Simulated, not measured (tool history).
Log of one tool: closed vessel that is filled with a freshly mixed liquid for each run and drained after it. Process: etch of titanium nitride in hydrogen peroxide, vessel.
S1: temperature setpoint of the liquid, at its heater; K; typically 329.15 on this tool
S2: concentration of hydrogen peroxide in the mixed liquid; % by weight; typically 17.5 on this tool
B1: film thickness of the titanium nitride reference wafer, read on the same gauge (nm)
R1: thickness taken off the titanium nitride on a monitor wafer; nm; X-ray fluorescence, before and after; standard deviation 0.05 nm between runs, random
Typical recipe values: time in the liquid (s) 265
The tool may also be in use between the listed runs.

run 1 hour=0.0 | S1=329.15 S2=17.5 time_in_the_liquid_(s)=265 | B1=90.00 | R1=9.70
run 2 hour=84.2 | S1=329.15 S2=14.5 time_in_the_liquid_(s)=265 | B1=90.00 | R1=9.29
-- hour=113.6 thermometer replaced
run 3 hour=180.4 | S1=329.15 S2=14.5 time_in_the_liquid_(s)=265 | B1=90.01 | R1=9.80
run 4 hour=234.8 | S1=329.15 S2=14.5 time_in_the_liquid_(s)=265 | B1=90.00 | R1=9.74
run 5 hour=271.7 | S1=333.65 S2=15.5 time_in_the_liquid_(s)=265 | B1=90.00 | R1=13.50
-- hour=301.5 gauge calibrated
-- hour=307.1 new drum of peroxide connected
run 6 hour=319.3 | S1=329.15 S2=17.5 time_in_the_liquid_(s)=265 | B1=89.99 | R1=10.11
run 7 hour=369.2 | S1=329.15 S2=17.5 time_in_the_liquid_(s)=265 | B1=90.02 | R1=10.06
run 8 hour=406.1 | S1=325.15 S2=17.5 time_in_the_liquid_(s)=265 | B1=90.02 | R1=7.57
run 9 hour=447.6 | S1=323.15 S2=15.5 time_in_the_liquid_(s)=355 | B1=90.03 | R1=8.59
run 10 hour=517.4 | S1=324.15 S2=12.5 time_in_the_liquid_(s)=410 | B1=90.00 | R1=10.03
run 11 hour=608.0 | S1=329.15 S2=13.0 time_in_the_liquid_(s)=215 | B1=90.01 | R1=7.55
run 12 hour=671.2 | S1=329.15 S2=17.5 time_in_the_liquid_(s)=265 | B1=90.01 | R1=9.83
run 13 hour=721.9 | S1=329.15 S2=17.5 time_in_the_liquid_(s)=265 | B1=90.02 | R1=9.72
run 14 hour=799.2 | S1=339.15 S2=15.0 time_in_the_liquid_(s)=215 | B1=89.99 | R1=15.08
-- hour=823.7 thermometer replaced
run 15 hour=881.0 | S1=329.15 S2=14.5 time_in_the_liquid_(s)=265 | B1=89.98 | R1=9.94
run 16 hour=941.9 | S1=321.15 S2=13.0 time_in_the_liquid_(s)=160 | B1=90.01 | R1=3.28
run 17 hour=1015.3 | S1=338.15 S2=13.0 time_in_the_liquid_(s)=265 | B1=90.00 | R1=17.65
run 18 hour=1081.9 | S1=339.15 S2=15.0 time_in_the_liquid_(s)=215 | B1=89.97 | R1=15.65
-- hour=1124.8 new drum of peroxide connected
run 19 hour=1304.9 | S1=329.15 S2=17.5 time_in_the_liquid_(s)=265 | B1=90.01 | R1=9.95
run 20 hour=1398.2 | S1=329.15 S2=17.5 time_in_the_liquid_(s)=195 | B1=89.98 | R1=7.18
run 21 hour=1452.1 | S1=338.15 S2=13.0 time_in_the_liquid_(s)=115 | B1=89.98 | R1=7.39
-- hour=1534.1 thermometer replaced
run 22 hour=1537.4 | S1=324.65 S2=17.5 time_in_the_liquid_(s)=265 | B1=90.00 | R1=7.55
run 23 hour=1643.7 | S1=335.65 S2=22.5 time_in_the_liquid_(s)=180 | B1=89.99 | R1=11.60
-- hour=1744.4 new drum of peroxide connected
run 24 hour=1749.3 | S1=337.15 S2=14.5 time_in_the_liquid_(s)=410 | B1=90.01 | R1=26.19
run 25 hour=1789.5 | S1=329.15 S2=14.5 time_in_the_liquid_(s)=205 | B1=90.00 | R1=7.65
run 26 hour=1825.8 | S1=329.15 S2=17.5 time_in_the_liquid_(s)=265 | B1=89.99 | R1=10.18
run 27 hour=1890.1 | S1=322.15 S2=17.5 time_in_the_liquid_(s)=115 | B1=90.00 | R1=2.69
run 28 hour=1995.9 | S1=329.15 S2=17.5 time_in_the_liquid_(s)=265 | B1=90.02 | R1=10.08
-- hour=2055.8 peroxide flow meter replaced
run 29 hour=2103.3 | S1=333.65 S2=17.5 time_in_the_liquid_(s)=170 | B1=90.01 | R1=8.61

Each run again, without the hidden state but with its own random variation kept:
Unlogged tool condition in this case: liquid colder than its thermometer reads (K); peroxide flow above the setpoint (%); peroxide weaker than its label (%); gauge reads high (%).
run=1 R1=10.27
run=2 R1=9.91
run=3 R1=9.88
run=4 R1=9.86
run=5 R1=13.69
run=6 R1=10.29
run=7 R1=10.29
run=8 R1=7.77
run=9 R1=8.85
run=10 R1=10.39
run=11 R1=7.87
run=12 R1=10.30
run=13 R1=10.22
run=14 R1=15.90
run=15 R1=9.96
run=16 R1=3.31
run=17 R1=17.86
run=18 R1=15.91
run=19 R1=10.31
run=20 R1=7.50
run=21 R1=7.72
run=22 R1=7.45
run=23 R1=11.54
run=24 R1=26.27
run=25 R1=7.70
run=26 R1=10.28
run=27 R1=2.73
run=28 R1=10.31
run=29 R1=9.04

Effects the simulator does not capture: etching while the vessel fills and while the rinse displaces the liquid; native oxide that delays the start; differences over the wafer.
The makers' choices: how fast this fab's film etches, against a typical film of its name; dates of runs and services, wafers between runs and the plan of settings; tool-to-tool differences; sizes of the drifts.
